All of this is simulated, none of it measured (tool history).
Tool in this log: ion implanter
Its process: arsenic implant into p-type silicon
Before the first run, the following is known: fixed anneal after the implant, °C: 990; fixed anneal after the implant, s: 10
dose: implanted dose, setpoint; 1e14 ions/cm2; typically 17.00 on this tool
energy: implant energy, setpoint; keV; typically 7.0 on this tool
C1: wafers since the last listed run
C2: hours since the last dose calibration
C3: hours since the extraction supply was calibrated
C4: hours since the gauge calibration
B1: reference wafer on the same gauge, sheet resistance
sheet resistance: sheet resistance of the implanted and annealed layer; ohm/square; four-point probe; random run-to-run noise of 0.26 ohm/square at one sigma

Run 1, hour 0.0: usual settings but energy 6.0 keV; C1 0; C2 2006.1; C3 1356.7; C4 571.9; B1 154.02. Result: sheet resistance 178.51 ohm/square.
Run 2, hour 66.3: usual settings but dose 20.36 1e14 ions/cm2, energy 5.5 keV; C1 758; C2 2072.4; C3 1423.0; C4 638.2; B1 154.02. Result: sheet resistance 176.86 ohm/square.
Run 3, hour 100.7: usual settings but dose 20.36 1e14 ions/cm2, energy 5.5 keV; C1 393; C2 2106.8; C3 1457.4; C4 672.6; B1 154.00. Result: sheet resistance 176.98 ohm/square.
Run 4, hour 145.6: usual settings but energy 8.5 keV; C1 513; C2 2151.7; C3 1502.3; C4 717.5; B1 154.05. Result: sheet resistance 164.24 ohm/square.
Run 5, hour 187.1: usual settings but energy 8.5 keV; C1 474; C2 2193.2; C3 1543.8; C4 759.0; B1 153.98. Result: sheet resistance 164.43 ohm/square.
Run 6, hour 217.6: usual settings but energy 5.0 keV; C1 348; C2 2223.7; C3 1574.3; C4 789.5; B1 154.03. Result: sheet resistance 186.57 ohm/square.
At hour 235.4: gauge calibrated.
At hour 266.6: Faraday cup replaced and dose calibrated.
Run 7, hour 351.2: usual settings but energy 5.0 keV; C1 1436; C2 84.6; C3 1707.9; C4 115.8; B1 154.03. Result: sheet resistance 186.59 ohm/square.
Run 8, hour 411.3: usual settings but dose 11.99 1e14 ions/cm2, energy 6.0 keV; C1 687; C2 144.7; C3 1768.0; C4 175.9; B1 154.02. Result: sheet resistance 189.53 ohm/square.
At hour 477.0: extraction supply calibrated.
Run 9, hour 480.5: usual settings but energy 5.0 keV; C1 699; C2 213.9; C3 3.5; C4 245.1; B1 154.01. Result: sheet resistance 186.45 ohm/square.
Run 10, hour 529.9: usual settings but dose 13.32 1e14 ions/cm2, energy 9.0 keV; C1 564; C2 263.3; C3 52.9; C4 294.5; B1 154.02. Result: sheet resistance 168.13 ohm/square.
Run 11, hour 560.4: usual settings but dose 19.00 1e14 ions/cm2, energy 5.5 keV; C1 348; C2 293.8; C3 83.4; C4 325.0; B1 154.02. Result: sheet resistance 178.69 ohm/square.
Run 12, hour 630.1: usual settings; C1 797; C2 363.5; C3 153.1; C4 394.7; B1 154.09. Result: sheet resistance 172.03 ohm/square.
Run 13, hour 696.5: usual settings but dose 13.28 1e14 ions/cm2, energy 5.5 keV; C1 759; C2 429.9; C3 219.5; C4 461.1; B1 154.01. Result: sheet resistance 190.18 ohm/square.

Expected results for the next run?
Run 14, hour 724.9: usual settings but energy 5.0 keV; C1 324; C2 458.3; C3 247.9; C4 489.5; B1 ?. Result: sheet resistance ?.

Logged for run 14: B1 153.98, sheet resistance 186.83 ohm/square.
Were there no unlogged condition in the tool, this run, its random variation unchanged, would have produced sheet resistance 186.83 ohm/square.

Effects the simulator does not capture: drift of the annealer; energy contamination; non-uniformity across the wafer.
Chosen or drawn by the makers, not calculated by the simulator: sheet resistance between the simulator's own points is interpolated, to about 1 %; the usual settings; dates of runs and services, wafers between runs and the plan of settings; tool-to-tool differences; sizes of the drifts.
